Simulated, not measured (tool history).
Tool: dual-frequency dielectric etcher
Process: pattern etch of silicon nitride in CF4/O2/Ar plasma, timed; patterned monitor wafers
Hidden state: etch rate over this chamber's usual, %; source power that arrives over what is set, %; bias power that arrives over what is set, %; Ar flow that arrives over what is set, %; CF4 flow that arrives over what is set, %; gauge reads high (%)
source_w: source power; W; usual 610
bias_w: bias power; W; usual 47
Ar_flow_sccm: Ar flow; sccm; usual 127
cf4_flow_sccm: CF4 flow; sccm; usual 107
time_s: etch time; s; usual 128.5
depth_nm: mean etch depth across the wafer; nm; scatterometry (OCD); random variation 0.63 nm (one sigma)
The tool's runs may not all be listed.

run    hour  source_w  bias_w  Ar_flow_sccm  cf4_flow_sccm  time_s  wafers since the last listed run  hours since the last wet clean  hours since the last source power generator calibration  hours since the last bias power generator calibration  hours since the last Ar flow controller change  hours since the last CF4 flow controller change  hours since the last upper electrode change  hours since the gauge calibration  read-back reference wafer on the same gauge, depth_nm  depth_nm
  1     0.0       610      47           127            107   128.5                                 0                           205.1                                                   3209.8                                                 2735.1                                          2239.9                                           3536.2                                       1030.3                              534.0                                                  318.0     280.0
  2    92.5       610      47           107            117   128.5                               952                           297.6                                                   3302.3                                                 2827.6                                          2332.4                                           3628.7                                       1122.8                              626.5                                                  317.9     290.2
  3   129.9       610      47           127            107   128.5                               385                           335.0                                                   3339.7                                                 2865.0                                          2369.8                                           3666.1                                       1160.2                              663.9                                                  318.0     284.1
      232.8  -- wet clean of the chamber
  4   233.9       610      47           127            107   128.5                               823                             1.1                                                   3443.7                                                 2969.0                                          2473.8                                           3770.1                                       1264.2                              767.9                                                  318.0     278.0
  5   302.0       610      47           127            107   128.5                               701                            69.2                                                   3511.8                                                 3037.1                                          2541.9                                           3838.2                                       1332.3                              836.0                                                  318.0     278.1
  6   403.8       610      47           127            107   128.5                              1048                           171.0                                                   3613.6                                                 3138.9                                          2643.7                                           3940.0                                       1434.1                              937.8                                                  317.9     281.1
  7   447.5       610      47           127            107   128.5                               449                           214.7                                                   3657.3                                                 3182.6                                          2687.4                                           3983.7                                       1477.8                              981.5                                                  318.0     280.4
  8   485.8       650      47           127            107   118.0                               394                           253.0                                                   3695.6                                                 3220.9                                          2725.7                                           4022.0                                       1516.1                             1019.8                                                  318.1     269.4
      499.4  -- bias power generator calibrated
      512.0  -- gauge calibrated
  9   535.5       610      47           127            107   128.5                               470                           302.7                                                   3745.3                                                   36.1                                          2775.4                                           4071.7                                       1565.8                               23.5                                                  318.0     283.0
      627.5  -- CF4 flow controller replaced
      670.9  -- Ar flow controller replaced
      709.0  -- wet clean of the chamber
 10   842.0       610      40           105            122   153.5                              2785                           133.0                                                   4051.8                                                  342.6                                           171.1                                            214.5                                       1872.3                              330.0                                                  318.0     329.9
 11   943.3       610      55           127            121   128.5                              1043                           234.3                                                   4153.1                                                  443.9                                           272.4                                            315.8                                       1973.6                              431.3                                                  318.3     305.3
     1025.1  -- upper electrode replaced
 12  1035.1       670      47           145            107   128.5                               698                           326.1                                                   4244.9                                                  535.7                                           364.2                                            407.6                                         10.0                              523.1                                                  318.1     299.8
     1063.6  -- source power generator calibrated
 13  1106.5       610      47           127            107   128.5                               694                           397.5                                                     42.9                                                  607.1                                           435.6                                            479.0                                         81.4                              594.5                                                  317.7     278.4
     1158.6  -- wet clean of the chamber
 14  1198.4       480      47           127            107   128.5                               699                            39.8                                                    134.8                                                  699.0                                           527.5                                            570.9                                        173.3                              686.4                                                  318.1     238.1
 15  1291.0       610      47           127            107   128.5                               953                           132.4                                                    227.4                                                  791.6                                           620.1                                            663.5                                        265.9                              779.0                                                  318.1     275.3
 16  1343.2       610      47           127            107   128.5                               537                           184.6                                                    279.6                                                  843.8                                           672.3                                            715.7                                        318.1                              831.2                                                  318.0     276.1
 17  1427.9       610      47           127            107   128.5                               872                           269.3                                                    364.3                                                  928.5                                           757.0                                            800.4                                        402.8                              915.9                                                  317.9     277.2
 18  1464.7       610      47           111            107   112.0                               378                           306.1                                                    401.1                                                  965.3                                           793.8                                            837.2                                        439.6                              952.7                                                  318.3     244.6
     1488.2  -- gauge calibrated
     1526.8  -- wet clean of the chamber
 19  1531.8       610      47           151            107   158.5                               443                             5.0                                                    468.2                                                 1032.4                                           860.9                                            904.3                                        506.7                               43.6                                                  317.8     334.9
 20  1628.3       520      42           147            107   128.5                               993                           101.5                                                    564.7                                                 1128.9                                           957.4                                           1000.8                                        603.2                              140.1                                                  317.7     240.0

Measured less the same run without the tool's hidden state. The same run-to-run variation is in both; the gauge's scatter may not be:
run  depth_nm
  1      +7.8
  2      +9.8
  3     +10.2
  4      +4.7
  5      +5.9
  6      +7.8
  7      +8.6
  8      +9.0
  9     +10.3
 10     +10.6
 11     +11.7
 12     +13.3
 13      +6.8
 14      +0.5
 15      +2.1
 16      +3.0
 17      +4.2
 18      +4.3
 19      +2.7
 20      +3.2
